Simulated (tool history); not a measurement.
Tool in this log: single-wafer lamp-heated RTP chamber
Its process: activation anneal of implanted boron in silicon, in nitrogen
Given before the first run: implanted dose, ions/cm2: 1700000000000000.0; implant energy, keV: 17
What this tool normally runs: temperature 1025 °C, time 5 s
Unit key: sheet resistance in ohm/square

| run | hour | temperature | time | wafers since the last listed run | wafers since the last pyrometer calibration | wafers since the reflector plate was cleaned | hours since the gauge calibration | read-back reference wafer on the same gauge, sheet resistance | sheet resistance |
|---|---|---|---|---|---|---|---|---|---|
| 1 | 0 | 1025 | 5 | 0 | 2731 | 3595 | 235.3 | 87.12 | 78.73 |
| 2 | 24.9 | 1025 | 5 | 313 | 3044 | 3908 | 260.2 | 87.11 | 78.44 |
| 3 | 76.2 | 1042 | 5 | 645 | 3690 | 4554 | 311.5 | 87.05 | 75.13 |
| 4 | 122.8 | 1025 | 5 | 586 | 4277 | 5141 | 358.1 | 87.13 | 78.47 |
| 5 | 176 | 1025 | 4 | 669 | 4946 | 5810 | 411.3 | 87.07 | 79.23 |
| 6 | 223.5 | 1025 | 4 | 597 | 5544 | 6408 | 458.8 | 87.02 | 79.39 |
| 7 | 248.3 | 1041 | 7 | 312 | 5857 | 6721 | 483.6 | 87.02 | 74.34 |
| 8 | 287.3 | 1045 | 5 | 490 | 6348 | 7212 | 522.6 | 87.04 | 74.65 |
|  | 297.8 | pyrometer window cleaned and pyrometer calibrated |
| 9 | 354.9 | 1045 | 5 | 750 | 718 | 7962 | 590.2 | 87.07 | 74.63 |
|  | 381.3 | reflector plate cleaned |
| 10 | 458.8 | 1045 | 5 | 1207 | 1926 | 976 | 694.1 | 87.1 | 74.38 |
| 11 | 519.6 | 1025 | 5 | 765 | 2691 | 1741 | 754.9 | 87.08 | 78.55 |
| 12 | 588.5 | 1025 | 5 | 867 | 3559 | 2609 | 823.8 | 87.15 | 78.71 |
| 13 | 632.9 | 1025 | 5 | 558 | 4118 | 3168 | 868.2 | 87.12 | 78.79 |
| 14 | 717.4 | 1040 | 7 | 1063 | 5181 | 4231 | 952.7 | 87.11 | 74.67 |
| 15 | 767.8 | 1040 | 7 | 634 | 5816 | 4866 | 1003.1 | 87.15 | 74.47 |
|  | 868.5 | pyrometer window cleaned and pyrometer calibrated |
| 16 | 915.7 | 1025 | 5 | 1761 | 594 | 6627 | 1151 | 87.06 | 78.11 |
| 17 | 949.3 | 1009 | 4 | 423 | 1017 | 7050 | 1184.6 | 87.18 | 83.81 |
| 18 | 1017.6 | 1015 | 3 | 859 | 1876 | 7910 | 1252.9 | 87.17 | 82.76 |
|  | 1029 | reflector plate cleaned |
| 19 | 1080.6 | 1025 | 5 | 692 | 2569 | 649 | 1315.9 | 87.06 | 78.31 |
| 20 | 1122.5 | 1025 | 5 | 527 | 3096 | 1177 | 1357.8 | 87.15 | 78.28 |
| 21 | 1175.4 | 1052 | 3 | 665 | 3762 | 1843 | 1410.7 | 87.09 | 75.02 |
| 22 | 1233.4 | 1025 | 4 | 730 | 4492 | 2573 | 1468.7 | 87.09 | 78.91 |
|  | 1369.6 | pyrometer window cleaned and pyrometer calibrated |
| 23 | 1379.8 | 1008 | 7 | 1742 | 129 | 4315 | 1615.1 | 87.1 | 82.34 |
| 24 | 1432.5 | 1015 | 6 | 663 | 792 | 4979 | 1667.8 | 87.08 | 80.42 |
| 25 | 1494.9 | 1006 | 8 | 785 | 1578 | 5764 | 1730.2 | 87.07 | 82.23 |
| 26 | 1556.2 | 1006 | 8 | 771 | 2349 | 6536 | 1791.5 | 87.12 | 82.38 |
|  | 1575.3 | reflector plate cleaned |
|  | 1613.2 | gauge calibrated |
| 27 | 1626.2 | 1038 | 3 | 780 | 3130 | 640 | 13 | 87.06 | 76.97 |
| 28 | 1683.2 | 995 | 5 | 717 | 3847 | 1358 | 70 | 87.01 | 88.74 |
| 29 | 1719.6 | 1025 | 5 | 458 | 4306 | 1816 | 106.4 | 87.16 | 78.28 |
| 30 | 1775.8 | 1025 | 7 | 707 | 5013 | 2524 | 162.6 | 87.05 | 77.66 |
| 31 | 1838.2 | 1042 | 5 | 785 | 5799 | 3309 | 225 | 87.04 | 74.91 |
| 32 | 1907.2 | 1025 | 5 | 868 | 6667 | 4178 | 294 | 87.16 | 78.28 |
|  | 1919.1 | pyrometer window cleaned and pyrometer calibrated |
| 33 | 1972.9 | 1025 | 6 | 726 | 677 | 4904 | 359.7 | 87.12 | 78.02 |
| 34 | 2008.3 | 1025 | 5 | 445 | 1122 | 5350 | 395.1 | 87.16 | 78.57 |
|  | 2194 | reflector plate cleaned |
| 35 | 2214.6 | 1044 | 8 | 2496 | 3619 | 258 | 601.4 | 87.11 | 73.53 |
| 36 | 2270.4 | 999 | 5 | 702 | 4321 | 961 | 657.2 | 87.04 | 86.68 |

Each row is a separate what-if for the run after 36, all from the same tool condition, not one after another. Results?
| A | 2270.8 | 1025 | 5 | 5 | 4326 | 966 | 657.6 | ? | ? |
| B | 2270.8 | 1033 | 4 | 5 | 4326 | 966 | 657.6 | ? | ? |
| C | 2270.8 | 1009 | 3 | 5 | 4326 | 966 | 657.6 | ? | ? |
| D | 2270.8 | 1025 | 8 | 5 | 4326 | 966 | 657.6 | ? | ? |
| E | 2270.8 | 1013 | 7 | 5 | 4326 | 966 | 657.6 | ? | ? |

| run | read-back reference wafer on the same gauge, sheet resistance | sheet resistance |
|---|---|---|
| A | 87.04 | 78.28 |
| B | 87.04 | 77.14 |
| C | 87.04 | 84.3 |
| D | 87.04 | 76.97 |
| E | 87.04 | 80.32 |
Take away the tool's hidden state, keep each run's random variation, and the runs would have read:
| run | sheet resistance |
|---|---|
| A | 78.28 |
| B | 77.14 |
| C | 84.3 |
| D | 76.97 |
| E | 80.32 |
